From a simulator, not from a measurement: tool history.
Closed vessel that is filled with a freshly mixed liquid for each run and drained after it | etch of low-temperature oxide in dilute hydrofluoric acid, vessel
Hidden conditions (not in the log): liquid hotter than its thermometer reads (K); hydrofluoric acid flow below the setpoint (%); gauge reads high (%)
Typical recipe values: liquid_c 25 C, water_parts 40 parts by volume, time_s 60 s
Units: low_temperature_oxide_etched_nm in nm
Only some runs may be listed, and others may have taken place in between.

run,hour,liquid_c,water_parts,time_s,wafers since the last listed run,hours since the thermometer was replaced,hours since the hydrofluoric acid flow meter was replaced,hours since the gauge calibration,"read-back film thickness of the low-temperature oxide reference wafer, read on the same gauge (nm)",low_temperature_oxide_etched_nm
1,0,26,40,60,0,1213.6,509.1,792.5,140,36.32
2,88,25,30,60,8870,1301.6,597.1,880.5,140.01,46.55
3,124.1,25,30,60,3638,1337.7,633.2,916.6,140.03,46.71
4,209.9,25,30,60,8648,1423.5,719,1002.4,140.01,47.06
5,253.2,29,40,60,4364,1466.8,762.3,1045.7,139.99,41.01
6,327,29,40,60,7439,1540.6,836.1,1119.5,140.02,40.9
7,395.1,29,40,60,6864,1608.7,904.2,1187.6,140.03,41.1
8,481.9,25,40,75,8749,1695.5,991,1274.4,140.04,43.63
9,519.3,25,40,75,3769,1732.9,1028.4,1311.8,139.97,44.36
10,572.2,25,40,60,5332,1785.8,1081.3,1364.7,140.01,34.7
11,651.2,25,40,60,7963,1864.8,1160.3,1443.7,140.03,35.3
# hour 656.7: hydrofluoric acid flow meter replaced
12,716.3,25,40,60,6461,1929.9,59.6,1508.8,140.04,35.29
13,804.3,25,40,60,8870,2017.9,147.6,1596.8,140.01,35.04
14,895.7,27,25,60,9213,2109.3,239,1688.2,139.98,63.68
15,973,20.5,40,60,7792,2186.6,316.3,1765.5,140.04,28.77
16,1055.7,25,40,70,8336,2269.3,399,1848.2,140.02,40.94
# hour 1092: thermometer replaced
17,1161.1,26,40,60,10523,69.1,504.4,1953.6,139.98,35.58
18,1259.4,25,55,90,9908,167.4,602.7,2051.9,140.01,36.49
19,1359.9,23,60,35,10130,267.9,703.2,2152.4,139.98,11.86
20,1426.6,25,40,60,6723,334.6,769.9,2219.1,140.03,34.01
21,1504.9,25,45,60,7892,412.9,848.2,2297.4,140.06,30.36
22,1546.6,27.5,35,30,4203,454.6,889.9,2339.1,140.05,21.74
# hour 1620.6: hydrofluoric acid flow meter replaced
23,1621.3,25,40,60,7429,529.3,0.7,2413.8,139.95,34.41
24,1716.3,28,40,75,9576,624.3,95.7,2508.8,140.02,49.07
# hour 1727.8: gauge calibrated
25,1806.3,26.5,40,85,9072,714.3,185.7,78.5,139.97,52.02
26,1873.9,25,55,75,6814,781.9,253.3,146.1,139.95,30.6
27,1918.8,25,60,60,4526,826.8,298.2,191,139.97,22.16
28,2016.6,22,60,85,9858,924.6,396,288.8,140.02,28.16
29,2274.9,22.5,35,60,26037,1182.9,654.3,547.1,139.98,35.89

Expected results for the next run?
30,2357.6,25,40,60,8336,1265.6,737,629.8,?,?

{"run 30": {"read-back film thickness of the low-temperature oxide reference wafer, read on the same gauge (nm)": 140.05, "low_temperature_oxide_etched_nm": 34.72}}
Minus the tool's unlogged condition, the same run would have read low_temperature_oxide_etched_nm 33.85 nm.
